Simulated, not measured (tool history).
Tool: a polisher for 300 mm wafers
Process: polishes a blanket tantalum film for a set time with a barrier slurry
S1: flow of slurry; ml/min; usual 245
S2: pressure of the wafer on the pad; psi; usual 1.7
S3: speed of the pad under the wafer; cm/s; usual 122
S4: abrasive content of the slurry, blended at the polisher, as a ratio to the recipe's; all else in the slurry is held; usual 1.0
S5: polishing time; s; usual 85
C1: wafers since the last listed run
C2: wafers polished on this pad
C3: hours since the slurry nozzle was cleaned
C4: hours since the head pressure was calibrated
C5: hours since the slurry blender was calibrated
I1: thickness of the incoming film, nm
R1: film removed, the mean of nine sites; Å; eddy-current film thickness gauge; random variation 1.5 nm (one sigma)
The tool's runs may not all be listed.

Run 1, hour 0.0: usual settings; C1 0; C2 425; C3 643.2; C4 432.9; C5 339.4; I1 452.7. Result: R1 1424 Å.
Run 2, hour 30.2: usual settings; C1 387; C2 813; C3 673.4; C4 463.1; C5 369.6; I1 451.3. Result: R1 1408 Å.
Run 3, hour 44.7: usual settings; C1 186; C2 999; C3 687.9; C4 477.6; C5 384.1; I1 463.8. Result: R1 1431 Å.
At hour 60.8: worn pad replaced by a new one.
Run 4, hour 67.9: usual settings but S5 62 s; C1 246; C2 91; C3 711.1; C4 500.8; C5 407.3; I1 464.4. Result: R1 1035 Å.
Run 5, hour 82.8: usual settings but S1 185 ml/min; C1 191; C2 282; C3 726.0; C4 515.7; C5 422.2; I1 464.6. Result: R1 1386 Å.
At hour 102.8: slurry blender recalibrated.
Run 6, hour 110.9: usual settings but S1 185 ml/min; C1 335; C2 617; C3 754.1; C4 543.8; C5 8.1; I1 461.4. Result: R1 1377 Å.
At hour 119.8: head pressure recalibrated.
Run 7, hour 144.3: usual settings but S1 185 ml/min; C1 403; C2 1021; C3 787.5; C4 24.5; C5 41.5; I1 459.3. Result: R1 1362 Å.
At hour 166.6: worn pad replaced by a new one.
Run 8, hour 171.5: usual settings but S4 1.1; C1 297; C2 62; C3 814.7; C4 51.7; C5 68.7; I1 465.2. Result: R1 1470 Å.
At hour 192.8: slurry nozzle cleaned.
Run 9, hour 199.0: usual settings but S1 185 ml/min; C1 340; C2 403; C3 6.2; C4 79.2; C5 96.2; I1 461.8. Result: R1 1377 Å.
Run 10, hour 219.6: usual settings but S3 86 cm/s, S5 74 s; C1 264; C2 667; C3 26.8; C4 99.8; C5 116.8; I1 463.0. Result: R1 876 Å.

Forecast run 11:
Run 11, hour 247.3: usual settings but S4 1.3; C1 355; C2 1023; C3 54.5; C4 127.5; C5 144.5; I1 459.0. Result: R1 ?.

{"run 11": {"R1": 1526}}
Without the tool's hidden state the same run would have given R1 1526 Å.

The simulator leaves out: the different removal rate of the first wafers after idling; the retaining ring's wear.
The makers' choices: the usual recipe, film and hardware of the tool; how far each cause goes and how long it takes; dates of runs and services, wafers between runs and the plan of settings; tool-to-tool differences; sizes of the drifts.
